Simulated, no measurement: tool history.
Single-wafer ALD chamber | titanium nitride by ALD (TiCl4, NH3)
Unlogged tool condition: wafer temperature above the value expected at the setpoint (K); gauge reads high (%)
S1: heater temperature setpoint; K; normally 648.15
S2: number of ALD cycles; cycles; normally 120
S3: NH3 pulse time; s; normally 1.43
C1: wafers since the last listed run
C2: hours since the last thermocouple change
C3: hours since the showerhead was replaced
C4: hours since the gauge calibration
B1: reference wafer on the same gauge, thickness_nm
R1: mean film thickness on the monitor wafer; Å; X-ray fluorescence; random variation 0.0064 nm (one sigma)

run,hour,S1,S2,S3,C1,C2,C3,C4,B1,R1
1,0.0,648.15,120,1.85,0,779.6,3910.5,351.2,2.809,26.28
2,47.0,648.15,133,1.06,106,826.6,3957.5,398.2,2.811,27.07
3,71.4,648.15,120,1.43,55,851.0,3981.9,422.6,2.809,25.58
4,127.6,648.15,120,1.43,127,907.2,4038.1,478.8,2.810,25.62
5,175.0,648.15,120,1.43,107,954.6,4085.5,526.2,2.809,25.62
6,219.5,658.15,120,1.43,101,999.1,4130.0,570.7,2.808,26.09
7,288.6,648.15,120,1.43,157,1068.2,4199.1,639.8,2.808,25.59
8,328.3,648.15,120,1.43,90,1107.9,4238.8,679.5,2.812,25.56
9,370.7,648.15,120,1.43,96,1150.3,4281.2,721.9,2.809,25.70
10,428.0,648.15,120,1.43,130,1207.6,4338.5,779.2,2.810,25.66
11,459.5,648.15,120,1.43,71,1239.1,4370.0,810.7,2.810,25.78
# hour 483.6: showerhead replaced
12,492.4,648.15,120,1.85,56,1272.0,8.8,843.6,2.808,26.37
13,531.3,641.15,106,1.13,88,1310.9,47.7,882.5,2.810,21.39
14,593.8,648.15,120,1.97,142,1373.4,110.2,945.0,2.812,26.39
# hour 655.3: thermocouple changed; heater temperature recalibrated
15,663.6,648.15,120,1.43,140,8.3,180.0,1014.8,2.813,25.70
16,726.9,648.15,100,1.43,143,71.6,243.3,1078.1,2.808,21.34
17,793.3,648.15,120,1.08,150,138.0,309.7,1144.5,2.812,24.60
18,858.3,648.15,100,1.43,147,203.0,374.7,1209.5,2.811,21.39
# hour 873.5: gauge calibrated
19,898.6,653.15,120,1.63,91,243.3,415.0,25.1,2.809,26.24
20,953.7,635.15,120,0.97,125,298.4,470.1,80.2,2.810,22.70
21,1009.2,648.15,113,0.89,126,353.9,525.6,135.7,2.809,22.16
22,1075.3,648.15,120,1.73,150,420.0,591.7,201.8,2.811,26.15
23,1116.2,648.15,100,1.43,92,460.9,632.6,242.7,2.812,21.35

Run-by-run hidden state of the tool:
wafer temperature above the value expected at the setpoint (K): 0 on each run
gauge reads high (%): 0 on each run
